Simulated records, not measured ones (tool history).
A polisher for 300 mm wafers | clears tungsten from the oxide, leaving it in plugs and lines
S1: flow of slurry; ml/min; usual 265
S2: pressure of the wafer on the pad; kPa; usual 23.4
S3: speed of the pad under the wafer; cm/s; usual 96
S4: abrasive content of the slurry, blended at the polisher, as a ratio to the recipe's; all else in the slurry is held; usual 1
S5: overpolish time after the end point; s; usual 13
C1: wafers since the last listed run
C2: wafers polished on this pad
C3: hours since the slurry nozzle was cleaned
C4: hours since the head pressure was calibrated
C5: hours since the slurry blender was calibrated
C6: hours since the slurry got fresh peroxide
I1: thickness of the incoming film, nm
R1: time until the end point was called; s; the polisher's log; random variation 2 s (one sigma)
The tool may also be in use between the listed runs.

run   hour   S1    S2   S3    S4  S5   C1   C2     C3     C4     C5     C6     I1     R1
  1      0  265  23.4   96   1.1  13    0  701  624.5  677.1    335   77.5  428.6  114.7
      13.7  -- worn pad replaced by a new one
  2   14.2  265  23.4   96   1.1  13   70    3  638.7  691.3  349.2   91.7  438.2  125.3
      21.9  -- slurry nozzle cleaned
  3   24.9  265  23.4   96  0.75  13   66   70      3    702  359.9  102.4  434.9  136.4
  4   40.6  265  23.4   96     1  13  107  178   18.7  717.7  375.6  118.1  434.7  130.4
      55.4  -- head pressure recalibrated
  5   57.6  265  16.5   96     1  13  103  281   35.7    2.2  392.6  135.1  443.6  187.2
  6   67.5  265  23.4   96     1  13   68  349   45.6   12.1  402.5    145  433.6  132.8
  7   83.5  265    20   96     1  18  109  459   61.6   28.1  418.5    161    435  155.1
  8   91.8  265  23.4   76     1  19   57  516   69.9   36.4  426.8  169.3  434.1  178.2
  9  109.7  265  23.4  114     1  13  123  639   87.8   54.3  444.7  187.2    434    115
     117.1  -- slurry tank refilled with fresh slurry and peroxide
     118.8  -- slurry blender recalibrated
 10  119.3  265  23.4   96     1  13   47  686   97.4   63.9    0.5    2.2  431.7    101
 11  128.9  310  16.5  110   0.9  13   65  752    107   73.5   10.1   11.8    436  132.4
     149.6  -- worn pad replaced by a new one
 12  150.1  265  23.4   96     1  13  118    3  128.2   94.7   31.3     33  432.4  109.2
 13  158.2  265  23.4   68     1  13   55   59  136.3  102.8   39.4   41.1  435.7  152.1
 14  172.6  265    31   84  0.85   6   98  158  150.7  117.2   53.8   55.5  433.2  101.2
 15  188.8  185  23.4   86   1.2  13  111  269  166.9  133.4     70   71.7  440.5  130.2
 16  206.4  350  15.9  122     1  20  120  390  184.5    151   87.6   89.3  433.2  131.6
 17  214.1  265  23.4   96     1  13   52  443  192.2  158.7   95.3     97  441.5  122.2
 18  227.9  265  29.6   64     1  13   94  538    206  172.5  109.1  110.8  436.4  145.3
 19  243.6  175  23.4   96   1.3  13  107  645  221.7  188.2  124.8  126.5  439.6  122.2
 20  255.5  265  23.4   96     1   9   81  727  233.6  200.1  136.7  138.4  439.3  125.4
 21  269.5  265  28.3  126   0.8  13   96  823  247.6  214.1  150.7  152.4  438.8   85.9
 22  279.2  265  20.7   96     1  19   66  890  257.3  223.8  160.4  162.1  432.5  144.1
     287.5  -- worn pad replaced by a new one
 23    288  265  23.4   96     1  13   32    3  266.1  232.6  169.2  170.9  433.6  127.8
     289.1  -- slurry tank refilled with fresh slurry and peroxide
 24  297.9  310  31.7   96   1.2  13   61   64    276  242.5  179.1    8.8  435.2     77
 25  310.3  265  28.3   96     1  15   85  149  288.4  254.9  191.5   21.2  441.8   96.9
 26  321.4  265  26.2   62  1.15  13   76  226  299.5    266  202.6   32.3  438.2    154

4 ways to go on from here, each from the tool as it stands after run 26. What would each give?
  A  321.9  265  23.4  96     1  13   3  229  300  266.5  203.1  32.8  436.7   ?
  B  321.9  265  23.4  78  0.85  20   3  229  300  266.5  203.1  32.8  436.7   ?
  C  321.9  315  23.4  96   1.1   8   3  229  300  266.5  203.1  32.8  436.7   ?
  D  321.9  310  23.4  96   1.3  13   3  229  300  266.5  203.1  32.8  436.7   ?

run     R1
  A  119.9
  B  153.7
  C  115.2
  D  110.6
Without the tool's hidden state the same runs would have given:
run     R1
  A  106.5
  B  136.7
  C  102.2
  D     98

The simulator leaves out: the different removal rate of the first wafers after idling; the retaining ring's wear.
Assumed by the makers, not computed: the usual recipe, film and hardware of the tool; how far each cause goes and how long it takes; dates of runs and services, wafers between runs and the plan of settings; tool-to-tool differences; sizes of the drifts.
